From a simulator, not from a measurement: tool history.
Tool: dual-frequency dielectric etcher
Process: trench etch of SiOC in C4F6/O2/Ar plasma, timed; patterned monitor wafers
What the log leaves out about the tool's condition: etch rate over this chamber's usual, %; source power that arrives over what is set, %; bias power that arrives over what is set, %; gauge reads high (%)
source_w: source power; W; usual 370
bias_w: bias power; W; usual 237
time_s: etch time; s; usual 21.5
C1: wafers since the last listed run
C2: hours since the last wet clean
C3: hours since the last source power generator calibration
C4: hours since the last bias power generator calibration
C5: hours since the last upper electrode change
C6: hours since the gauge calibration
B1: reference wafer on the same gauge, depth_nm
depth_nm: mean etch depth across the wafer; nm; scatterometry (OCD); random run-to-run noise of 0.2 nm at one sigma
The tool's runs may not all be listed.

{"run": 1, "hour": 0.0, "source_w": 330, "bias_w": 237, "time_s": 21.5, "C1": 0, "C2": 251.3, "C3": 971.8, "C4": 4814.0, "C5": 2047.6, "C6": 469.6, "B1": 38.17, "depth_nm": 42.52}
{"run": 2, "hour": 49.2, "source_w": 330, "bias_w": 237, "time_s": 21.5, "C1": 430, "C2": 300.5, "C3": 1021.0, "C4": 4863.2, "C5": 2096.8, "C6": 518.8, "B1": 38.18, "depth_nm": 42.63}
{"run": 3, "hour": 138.5, "source_w": 370, "bias_w": 237, "time_s": 21.5, "C1": 781, "C2": 389.8, "C3": 1110.3, "C4": 4952.5, "C5": 2186.1, "C6": 608.1, "B1": 38.24, "depth_nm": 45.79}
{"run": 4, "hour": 235.3, "source_w": 370, "bias_w": 237, "time_s": 21.5, "C1": 846, "C2": 486.6, "C3": 1207.1, "C4": 5049.3, "C5": 2282.9, "C6": 704.9, "B1": 38.22, "depth_nm": 45.35}
{"hour": 291.8, "done": "wet clean of the chamber"}
{"run": 5, "hour": 292.3, "source_w": 370, "bias_w": 237, "time_s": 21.5, "C1": 288, "C2": 0.5, "C3": 1264.1, "C4": 5106.3, "C5": 2339.9, "C6": 761.9, "B1": 38.19, "depth_nm": 45.16}
{"run": 6, "hour": 461.8, "source_w": 370, "bias_w": 237, "time_s": 21.5, "C1": 1482, "C2": 170.0, "C3": 1433.6, "C4": 5275.8, "C5": 2509.4, "C6": 931.4, "B1": 38.19, "depth_nm": 44.95}
{"run": 7, "hour": 527.3, "source_w": 370, "bias_w": 237, "time_s": 21.5, "C1": 573, "C2": 235.5, "C3": 1499.1, "C4": 5341.3, "C5": 2574.9, "C6": 996.9, "B1": 38.2, "depth_nm": 45.15}
{"run": 8, "hour": 612.2, "source_w": 370, "bias_w": 237, "time_s": 21.5, "C1": 742, "C2": 320.4, "C3": 1584.0, "C4": 5426.2, "C5": 2659.8, "C6": 1081.8, "B1": 38.21, "depth_nm": 44.97}
{"hour": 696.3, "done": "bias power generator calibrated"}
{"run": 9, "hour": 696.8, "source_w": 370, "bias_w": 237, "time_s": 21.5, "C1": 705, "C2": 405.0, "C3": 1668.6, "C4": 0.5, "C5": 2744.4, "C6": 1166.4, "B1": 38.24, "depth_nm": 45.43}
{"run": 10, "hour": 748.5, "source_w": 370, "bias_w": 237, "time_s": 21.5, "C1": 452, "C2": 456.7, "C3": 1720.3, "C4": 52.2, "C5": 2796.1, "C6": 1218.1, "B1": 38.18, "depth_nm": 45.44}
{"run": 11, "hour": 794.5, "source_w": 370, "bias_w": 237, "time_s": 26.5, "C1": 402, "C2": 502.7, "C3": 1766.3, "C4": 98.2, "C5": 2842.1, "C6": 1264.1, "B1": 38.16, "depth_nm": 55.34}
{"hour": 863.3, "done": "wet clean of the chamber"}
{"run": 12, "hour": 866.0, "source_w": 370, "bias_w": 237, "time_s": 26.5, "C1": 415, "C2": 2.7, "C3": 1837.8, "C4": 169.7, "C5": 2913.6, "C6": 1335.6, "B1": 38.24, "depth_nm": 55.5}
{"hour": 932.2, "done": "upper electrode replaced"}
{"hour": 941.3, "done": "source power generator calibrated"}
{"run": 13, "hour": 946.5, "source_w": 370, "bias_w": 283, "time_s": 21.5, "C1": 459, "C2": 83.2, "C3": 5.2, "C4": 250.2, "C5": 14.3, "C6": 1416.1, "B1": 38.24, "depth_nm": 50.07}
{"run": 14, "hour": 1038.9, "source_w": 370, "bias_w": 237, "time_s": 21.5, "C1": 808, "C2": 175.6, "C3": 97.6, "C4": 342.6, "C5": 106.7, "C6": 1508.5, "B1": 38.19, "depth_nm": 46.14}
{"run": 15, "hour": 1083.4, "source_w": 320, "bias_w": 187, "time_s": 28.0, "C1": 389, "C2": 220.1, "C3": 142.1, "C4": 387.1, "C5": 151.2, "C6": 1553.0, "B1": 38.19, "depth_nm": 50.23}
{"run": 16, "hour": 1141.6, "source_w": 370, "bias_w": 237, "time_s": 21.5, "C1": 509, "C2": 278.3, "C3": 200.3, "C4": 445.3, "C5": 209.4, "C6": 1611.2, "B1": 38.23, "depth_nm": 46.12}
{"run": 17, "hour": 1208.4, "source_w": 320, "bias_w": 285, "time_s": 24.5, "C1": 584, "C2": 345.1, "C3": 267.1, "C4": 512.1, "C5": 276.2, "C6": 1678.0, "B1": 38.17, "depth_nm": 51.89}
{"run": 18, "hour": 1293.8, "source_w": 320, "bias_w": 237, "time_s": 21.5, "C1": 747, "C2": 430.5, "C3": 352.5, "C4": 597.5, "C5": 361.6, "C6": 1763.4, "B1": 38.18, "depth_nm": 42.01}
{"hour": 1388.0, "done": "wet clean of the chamber"}
{"run": 19, "hour": 1388.5, "source_w": 290, "bias_w": 208, "time_s": 19.5, "C1": 618, "C2": 0.5, "C3": 447.2, "C4": 692.2, "C5": 456.3, "C6": 1858.1, "B1": 38.2, "depth_nm": 34.18}
{"run": 20, "hour": 1460.0, "source_w": 320, "bias_w": 187, "time_s": 28.0, "C1": 625, "C2": 72.0, "C3": 518.7, "C4": 763.7, "C5": 527.8, "C6": 1929.6, "B1": 38.21, "depth_nm": 49.59}
{"run": 21, "hour": 1560.4, "source_w": 370, "bias_w": 188, "time_s": 26.5, "C1": 878, "C2": 172.4, "C3": 619.1, "C4": 864.1, "C5": 628.2, "C6": 2030.0, "B1": 38.19, "depth_nm": 51.04}
{"hour": 1575.5, "done": "gauge calibrated"}
{"run": 22, "hour": 1642.7, "source_w": 450, "bias_w": 237, "time_s": 17.5, "C1": 720, "C2": 254.7, "C3": 701.4, "C4": 946.4, "C5": 710.5, "C6": 67.2, "B1": 38.24, "depth_nm": 41.19}
{"run": 23, "hour": 1732.3, "source_w": 370, "bias_w": 237, "time_s": 16.5, "C1": 783, "C2": 344.3, "C3": 791.0, "C4": 1036.0, "C5": 800.1, "C6": 156.8, "B1": 38.24, "depth_nm": 34.72}
{"run": 24, "hour": 1793.2, "source_w": 370, "bias_w": 237, "time_s": 23.5, "C1": 532, "C2": 405.2, "C3": 851.9, "C4": 1096.9, "C5": 861.0, "C6": 217.7, "B1": 38.25, "depth_nm": 49.21}
{"run": 25, "hour": 1848.5, "source_w": 320, "bias_w": 187, "time_s": 28.0, "C1": 483, "C2": 460.5, "C3": 907.2, "C4": 1152.2, "C5": 916.3, "C6": 273.0, "B1": 38.24, "depth_nm": 49.29}
{"hour": 1917.3, "done": "wet clean of the chamber"}
{"run": 26, "hour": 1917.8, "source_w": 370, "bias_w": 189, "time_s": 25.0, "C1": 396, "C2": 0.5, "C3": 976.5, "C4": 1221.5, "C5": 985.6, "C6": 342.3, "B1": 38.18, "depth_nm": 48.08}
{"run": 27, "hour": 1937.4, "source_w": 310, "bias_w": 183, "time_s": 15.5, "C1": 171, "C2": 20.1, "C3": 996.1, "C4": 1241.1, "C5": 1005.2, "C6": 361.9, "B1": 38.2, "depth_nm": 26.5}
{"run": 28, "hour": 2027.1, "source_w": 370, "bias_w": 237, "time_s": 21.5, "C1": 784, "C2": 109.8, "C3": 1085.8, "C4": 1330.8, "C5": 1094.9, "C6": 451.6, "B1": 38.18, "depth_nm": 45.15}
{"run": 29, "hour": 2099.3, "source_w": 370, "bias_w": 294, "time_s": 24.5, "C1": 631, "C2": 182.0, "C3": 1158.0, "C4": 1403.0, "C5": 1167.1, "C6": 523.8, "B1": 38.22, "depth_nm": 55.67}

State the hidden condition of the tool at each of the runs:
etch rate over this chamber's usual, %: 0 across all the runs
bias power that arrives over what is set, %: 0 across all the runs
gauge reads high (%): 0 across all the runs
H1: source power that arrives over what is set, %
run=1 H1=-4.31
run=2 H1=-4.4
run=3 H1=-4.52
run=4 H1=-4.64
run=5 H1=-4.71
run=6 H1=-4.86
run=7 H1=-4.9
run=8 H1=-4.96
run=9 H1=-5
run=10 H1=-5.03
run=11 H1=-5.05
run=12 H1=-5.08
run=13 H1=-0.745
run=14 H1=-1.51
run=15 H1=-1.84
run=16 H1=-2.23
run=17 H1=-2.64
run=18 H1=-3.09
run=19 H1=-3.52
run=20 H1=-3.81
run=21 H1=-4.15
run=22 H1=-4.39
run=23 H1=-4.61
run=24 H1=-4.75
run=25 H1=-4.86
run=26 H1=-4.98
run=27 H1=-5.01
run=28 H1=-5.15
run=29 H1=-5.24
